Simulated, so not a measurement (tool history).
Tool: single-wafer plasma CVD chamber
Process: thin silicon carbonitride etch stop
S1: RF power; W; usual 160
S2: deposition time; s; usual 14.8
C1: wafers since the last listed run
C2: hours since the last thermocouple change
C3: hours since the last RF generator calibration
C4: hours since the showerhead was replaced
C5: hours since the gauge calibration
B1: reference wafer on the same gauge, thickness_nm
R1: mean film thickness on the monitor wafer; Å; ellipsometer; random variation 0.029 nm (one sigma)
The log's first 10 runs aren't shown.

{"run": 11, "hour": 493.2, "S1": 160, "S2": 16.1, "C1": 922, "C2": 91.1, "C3": 1693.7, "C4": 2600.0, "C5": 97.6, "B1": 9.721, "R1": 87.59}
{"run": 12, "hour": 538.9, "S1": 185, "S2": 13.7, "C1": 677, "C2": 136.8, "C3": 1739.4, "C4": 2645.7, "C5": 143.3, "B1": 9.724, "R1": 79.48}
{"run": 13, "hour": 604.9, "S1": 135, "S2": 12.8, "C1": 978, "C2": 202.8, "C3": 1805.4, "C4": 2711.7, "C5": 209.3, "B1": 9.714, "R1": 64.69}
{"run": 14, "hour": 675.0, "S1": 145, "S2": 16.8, "C1": 1039, "C2": 272.9, "C3": 1875.5, "C4": 2781.8, "C5": 279.4, "B1": 9.717, "R1": 87.69}
{"run": 15, "hour": 715.3, "S1": 160, "S2": 14.8, "C1": 597, "C2": 313.2, "C3": 1915.8, "C4": 2822.1, "C5": 319.7, "B1": 9.726, "R1": 79.99}
{"run": 16, "hour": 759.8, "S1": 130, "S2": 14.8, "C1": 659, "C2": 357.7, "C3": 1960.3, "C4": 2866.6, "C5": 364.2, "B1": 9.722, "R1": 73.05}
{"run": 17, "hour": 800.8, "S1": 160, "S2": 14.8, "C1": 607, "C2": 398.7, "C3": 2001.3, "C4": 2907.6, "C5": 405.2, "B1": 9.731, "R1": 80.29}
{"run": 18, "hour": 984.9, "S1": 175, "S2": 17.6, "C1": 2730, "C2": 582.8, "C3": 2185.4, "C4": 3091.7, "C5": 589.3, "B1": 9.725, "R1": 98.65}
{"hour": 1019.6, "done": "showerhead replaced"}
{"run": 19, "hour": 1033.5, "S1": 160, "S2": 17.7, "C1": 602, "C2": 631.4, "C3": 2234.0, "C4": 13.9, "C5": 637.9, "B1": 9.742, "R1": 95.91}
{"hour": 1052.1, "done": "RF generator calibrated"}
{"run": 20, "hour": 1087.1, "S1": 160, "S2": 14.8, "C1": 676, "C2": 685.0, "C3": 35.0, "C4": 67.5, "C5": 691.5, "B1": 9.736, "R1": 83.29}

Run 21 comes next. What will it give?
{"run": 21, "hour": 1153.9, "S1": 130, "S2": 16.1, "C1": 990, "C2": 751.8, "C3": 101.8, "C4": 134.3, "C5": 758.3, "B1": "?", "R1": "?"}

{"run 21": {"B1": 9.745, "R1": 82.02}}
Without the tool's hidden state the same run would have given R1 82.25 Å.
